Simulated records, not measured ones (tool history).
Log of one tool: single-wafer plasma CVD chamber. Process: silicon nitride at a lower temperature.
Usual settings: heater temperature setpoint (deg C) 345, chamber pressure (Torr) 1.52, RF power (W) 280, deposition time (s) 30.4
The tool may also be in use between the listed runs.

run	hour	heater temperature setpoint (deg C)	chamber pressure (Torr)	RF power (W)	deposition time (s)	wafers since the last listed run	hours since the last thermocouple change	hours since the last RF generator calibration	hours since the last manometer calibration	hours since the showerhead was replaced	hours since the gauge calibration	read-back reference wafer on the same gauge, thickness_nm	mean film thickness on the monitor wafer (angstrom)
1	0	345	1.52	280	30.4	0	2259.3	915.8	2274.1	4415.2	86.6	25.114	296.12
2	14	340	1.52	280	30.4	388	2273.3	929.8	2288.1	4429.2	100.6	25.108	296.64
3	26.7	352	1.52	280	30.4	352	2286	942.5	2300.8	4441.9	113.3	25.109	293.24
4	38.3	352	1.52	280	30.4	321	2297.6	954.1	2312.4	4453.5	124.9	25.102	292.37
5	45.1	352	1.52	280	30.4	188	2304.4	960.9	2319.2	4460.3	131.7	25.085	292.62
6	53.5	345	1.52	240	33.6	233	2312.8	969.3	2327.6	4468.7	140.1	25.114	301.06
7	68.9	345	1.52	280	30.4	427	2328.2	984.7	2343	4484.1	155.5	25.087	293.85
# hour 98: gauge calibrated
8	119.1	345	1.52	280	30.4	1393	2378.4	1034.9	2393.2	4534.3	21.1	25.101	292.52
# hour 132.6: showerhead replaced, of another model than before
# hour 139: thermocouple changed; heater temperature recalibrated
# hour 146.1: capacitance manometer re-zeroed and calibrated
9	146.6	345	1.52	280	30.4	166	7.6	1062.4	0.5	14	48.6	25.107	299.84
10	146.9	345	1.39	230	28.3	8	7.9	1062.7	0.8	14.3	48.9	25.124	261.21
11	150.5	345	1.14	280	35.7	99	11.5	1066.3	4.4	17.9	52.5	25.094	332.1
# hour 165.9: RF generator calibrated
12	166.4	345	1.69	250	30.4	219	27.4	0.5	20.3	33.8	68.4	25.097	304.43
13	166.7	345	1.68	280	33.7	8	27.7	0.8	20.6	34.1	68.7	25.102	347.17
14	179.2	345	1.69	250	30.4	346	40.2	13.3	33.1	46.6	81.2	25.077	305.05
15	190.8	339	1.84	260	25	321	51.8	24.9	44.7	58.2	92.8	25.102	258.01
16	196.8	339	1.89	280	30.4	166	57.8	30.9	50.7	64.2	98.8	25.113	321.16
17	213.4	345	1.52	280	30.4	460	74.4	47.5	67.3	80.8	115.4	25.091	307.14
18	226.1	345	1.21	280	34.5	352	87.1	60.2	80	93.5	128.1	25.096	334.64
19	238.9	354	1.38	280	36	355	99.9	73	92.8	106.3	140.9	25.1	354.94

3 ways to go on from here, each from the tool as it stands after run 19. What would each give?
A	239.3	345	1.52	280	30.4	11	100.3	73.4	93.2	106.7	141.3	?	?
B	239.3	340	1.79	305	27	11	100.3	73.4	93.2	106.7	141.3	?	?
C	239.3	345	1.52	315	30.4	11	100.3	73.4	93.2	106.7	141.3	?	?

run	read-back reference wafer on the same gauge, thickness_nm	mean film thickness on the monitor wafer (angstrom)
A	25.085	307.26
B	25.085	288.99
C	25.085	317.18
Without the tool's hidden state the same runs would have given:
run	mean film thickness on the monitor wafer (angstrom)
A	307.67
B	289.38
C	317.61

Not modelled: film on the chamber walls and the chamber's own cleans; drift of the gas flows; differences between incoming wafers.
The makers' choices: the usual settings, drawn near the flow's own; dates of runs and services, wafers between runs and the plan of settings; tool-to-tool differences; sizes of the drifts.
